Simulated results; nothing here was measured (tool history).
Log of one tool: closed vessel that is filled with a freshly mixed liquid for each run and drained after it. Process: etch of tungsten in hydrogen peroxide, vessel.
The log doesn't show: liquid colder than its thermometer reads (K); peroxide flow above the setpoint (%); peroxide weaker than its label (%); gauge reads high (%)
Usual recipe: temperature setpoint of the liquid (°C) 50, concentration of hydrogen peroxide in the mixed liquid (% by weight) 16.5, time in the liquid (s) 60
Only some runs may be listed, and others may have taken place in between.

| run | hour | temperature setpoint of the liquid (°C) | concentration of hydrogen peroxide in the mixed liquid (% by weight) | time in the liquid (s) | wafers since the last listed run | hours since the thermometer was replaced | hours since the peroxide flow meter was replaced | hours since the drum of peroxide was connected | hours since the gauge calibration | read-back film thickness of the tungsten reference wafer, read on the same gauge (nm) | thickness taken off the tungsten on a monitor wafer (angstrom) |
|---|---|---|---|---|---|---|---|---|---|---|---|
| 1 | 0 | 50 | 16.5 | 60 | 0 | 1199.7 | 1008.8 | 904.4 | 434.4 | 110.01 | 950.9 |
| 2 | 19.8 | 50 | 16.5 | 60 | 1722 | 1219.5 | 1028.6 | 924.2 | 454.2 | 110 | 958.2 |
| 3 | 51.2 | 50 | 16.5 | 60 | 2731 | 1250.9 | 1060 | 955.6 | 485.6 | 109.98 | 952.2 |
| 4 | 71.4 | 50 | 16.5 | 60 | 1757 | 1271.1 | 1080.2 | 975.8 | 505.8 | 109.99 | 949 |
| 5 | 100.1 | 50 | 16.5 | 60 | 2496 | 1299.8 | 1108.9 | 1004.5 | 534.5 | 109.99 | 946.6 |
| 6 | 117.6 | 50 | 16.5 | 60 | 1522 | 1317.3 | 1126.4 | 1022 | 552 | 110.01 | 940.4 |
| 7 | 137.1 | 50 | 16.5 | 60 | 1696 | 1336.8 | 1145.9 | 1041.5 | 571.5 | 109.98 | 943.5 |
| 8 | 157 | 50 | 16.5 | 40 | 1731 | 1356.7 | 1165.8 | 1061.4 | 591.4 | 110.02 | 636 |
| 9 | 188 | 50 | 16.5 | 60 | 2696 | 1387.7 | 1196.8 | 1092.4 | 622.4 | 109.97 | 935 |
| 10 | 222.2 | 50 | 16.5 | 60 | 2974 | 1421.9 | 1231 | 1126.6 | 656.6 | 110.03 | 929.8 |
|  | 256.1 | new drum of peroxide connected |
|  | 267.7 | thermometer replaced |
| 11 | 289.4 | 50 | 16.5 | 60 | 5671 | 21.7 | 1298.2 | 33.3 | 723.8 | 109.99 | 1073.8 |
|  | 390.2 | gauge calibrated |
| 12 | 396.2 | 50 | 16.5 | 50 | 9290 | 128.5 | 1405 | 140.1 | 6 | 110 | 888 |
| 13 | 454.7 | 50 | 16.5 | 60 | 5088 | 187 | 1463.5 | 198.6 | 64.5 | 110.05 | 1050.6 |
| 14 | 469.2 | 50 | 13.5 | 90 | 1261 | 201.5 | 1478 | 213.1 | 79 | 109.99 | 1429.3 |
| 15 | 494.6 | 53 | 16.5 | 60 | 2209 | 226.9 | 1503.4 | 238.5 | 104.4 | 109.97 | 1263.5 |
| 16 | 511.6 | 58 | 13 | 40 | 1478 | 243.9 | 1520.4 | 255.5 | 121.4 | 110 | 1002.1 |
| 17 | 539.7 | 43.5 | 16.5 | 80 | 2444 | 272 | 1548.5 | 283.6 | 149.5 | 109.98 | 928.7 |
| 18 | 553.3 | 53.5 | 19 | 90 | 1183 | 285.6 | 1562.1 | 297.2 | 163.1 | 110 | 2080.8 |
|  | 554.9 | peroxide flow meter replaced |
| 19 | 577.9 | 50 | 19 | 75 | 2052 | 310.2 | 23 | 321.8 | 187.7 | 110 | 1403.9 |
| 20 | 603.4 | 53.5 | 20 | 85 | 2218 | 335.7 | 48.5 | 347.3 | 213.2 | 109.98 | 2012.6 |
| 21 | 631.3 | 56 | 12 | 85 | 2426 | 363.6 | 76.4 | 375.2 | 241.1 | 109.99 | 1797.8 |
| 22 | 660.4 | 50 | 16.5 | 80 | 2531 | 392.7 | 105.5 | 404.3 | 270.2 | 110 | 1382.8 |
| 23 | 685.8 | 50 | 16.5 | 60 | 2209 | 418.1 | 130.9 | 429.7 | 295.6 | 109.98 | 1034.6 |
| 24 | 716.4 | 50 | 14 | 60 | 2661 | 448.7 | 161.5 | 460.3 | 326.2 | 110.02 | 954.2 |
| 25 | 746.2 | 59 | 13 | 45 | 2592 | 478.5 | 191.3 | 490.1 | 356 | 110.04 | 1182.3 |
| 26 | 800.3 | 50 | 16.5 | 60 | 4705 | 532.6 | 245.4 | 544.2 | 410.1 | 110.05 | 1022.2 |

Here are 5 independent what-if runs from the current tool condition. What would each one return?
| A | 801 | 50 | 16.5 | 60 | 60 | 533.3 | 246.1 | 544.9 | 410.8 | ? | ? |
| B | 801 | 46.5 | 16.5 | 80 | 60 | 533.3 | 246.1 | 544.9 | 410.8 | ? | ? |
| C | 801 | 45 | 16.5 | 60 | 60 | 533.3 | 246.1 | 544.9 | 410.8 | ? | ? |
| D | 801 | 46.5 | 19.5 | 50 | 60 | 533.3 | 246.1 | 544.9 | 410.8 | ? | ? |
| E | 801 | 50 | 14.5 | 60 | 60 | 533.3 | 246.1 | 544.9 | 410.8 | ? | ? |

| run | read-back film thickness of the tungsten reference wafer, read on the same gauge (nm) | thickness taken off the tungsten on a monitor wafer (angstrom) |
|---|---|---|
| A | 109.99 | 1027.1 |
| B | 109.99 | 1102.3 |
| C | 109.99 | 752.2 |
| D | 109.99 | 748.9 |
| E | 109.99 | 962.8 |
With the hidden condition removed and each run's random variation left untouched, the same runs would have given:
| run | thickness taken off the tungsten on a monitor wafer (angstrom) |
|---|---|
| A | 1085.1 |
| B | 1165.4 |
| C | 795.5 |
| D | 791.8 |
| E | 1017.2 |

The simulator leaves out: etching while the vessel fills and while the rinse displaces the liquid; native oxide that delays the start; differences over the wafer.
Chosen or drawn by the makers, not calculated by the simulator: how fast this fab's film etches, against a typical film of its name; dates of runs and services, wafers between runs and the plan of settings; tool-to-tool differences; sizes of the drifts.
